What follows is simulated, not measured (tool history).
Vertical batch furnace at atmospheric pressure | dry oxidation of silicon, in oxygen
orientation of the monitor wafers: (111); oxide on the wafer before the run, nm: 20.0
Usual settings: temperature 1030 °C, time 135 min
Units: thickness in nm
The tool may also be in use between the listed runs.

run     day  temperature   time  wafers since the last listed run  hours since the last temperature calibration  hours since the boat lift was adjusted  hours since the gauge calibration  read-back reference wafer on the same gauge, thickness  thickness
  1       0         1030    135                                 0                                        2712.4                                  2188.1                               30.9                                                  128.03     133.82
  2   0.671         1030    135                               147                                        2728.5                                  2204.2                                 47                                                  128.01     133.91
  3   1.512         1030    135                               184                                        2748.7                                  2224.4                               67.2                                                  127.99     133.91
  4   2.296         1030    135                               172                                        2767.5                                  2243.2                                 86                                                  128.01     133.96
  5   2.846         1030    135                               120                                        2780.7                                  2256.4                               99.2                                                  127.98     134.06
  6     3.5         1030    135                               143                                        2796.4                                  2272.1                              114.9                                                     128     133.29
  7   4.404         1030    135                               198                                        2818.1                                  2293.8                              136.6                                                  127.98     133.67
      5.996  -- boat lift adjusted
  8   6.017         1022    135                               134                                        2856.8                                     0.5                              175.3                                                  127.99     127.97
  9   6.912         1022    135                               196                                        2878.3                                      22                              196.8                                                  128.05     127.61
      8.125  -- thermocouples replaced and temperature profile calibrated
 10   8.146         1050  150.5                                51                                           0.5                                    51.6                              226.4                                                  128.01     158.98
 11   9.571         1030   84.5                               313                                          34.7                                    85.8                              260.6                                                  128.01     101.61
 12  10.179         1008    115                               133                                          49.3                                   100.4                              275.2                                                  128.04     106.92
 13  11.096         1044   96.5                               201                                          71.3                                   122.4                              297.2                                                  127.95     118.66
 14  11.662         1009  107.5                               124                                          84.9                                     136                              310.8                                                  128.01     103.21
     11.775  -- gauge calibrated
 15  12.354         1053    106                               152                                         101.5                                   152.6                               13.9                                                  128.03     131.43
 16  13.325         1008    113                               213                                         124.8                                   175.9                               37.2                                                  128.02     105.55
 17   14.05         1047    189                               159                                         142.2                                   193.3                               54.6                                                     128     178.17
 18  14.821         1030    104                               169                                         160.7                                   211.8                               73.1                                                     128     114.63
 19  15.421         1010     94                               131                                         175.1                                   226.2                               87.5                                                  127.99      96.34
 20  16.067         1030    135                               141                                         190.6                                   241.7                                103                                                  127.99     133.79
 21  16.696         1030    135                               138                                         205.7                                   256.8                              118.1                                                  128.02     133.72

4 ways to go on from here, each from the tool as it stands after run 21. What would each give?
  A  16.946         1030   135                                54                                         211.7                                   262.8                              124.1                                                       ?          ?
  B  16.946         1030   192                                54                                         211.7                                   262.8                              124.1                                                       ?          ?
  C  16.946         1009   193                                54                                         211.7                                   262.8                              124.1                                                       ?          ?
  D  16.946         1014   135                                54                                         211.7                                   262.8                              124.1                                                       ?          ?

run  read-back reference wafer on the same gauge, thickness  thickness
  A                                                  128.01     133.58
  B                                                  128.01     163.88
  C                                                  128.01     145.15
  D                                                  128.01     121.59
Without the tool's hidden state the same runs would have given:
run  thickness
  A     133.58
  B     163.88
  C     145.15
  D     121.59

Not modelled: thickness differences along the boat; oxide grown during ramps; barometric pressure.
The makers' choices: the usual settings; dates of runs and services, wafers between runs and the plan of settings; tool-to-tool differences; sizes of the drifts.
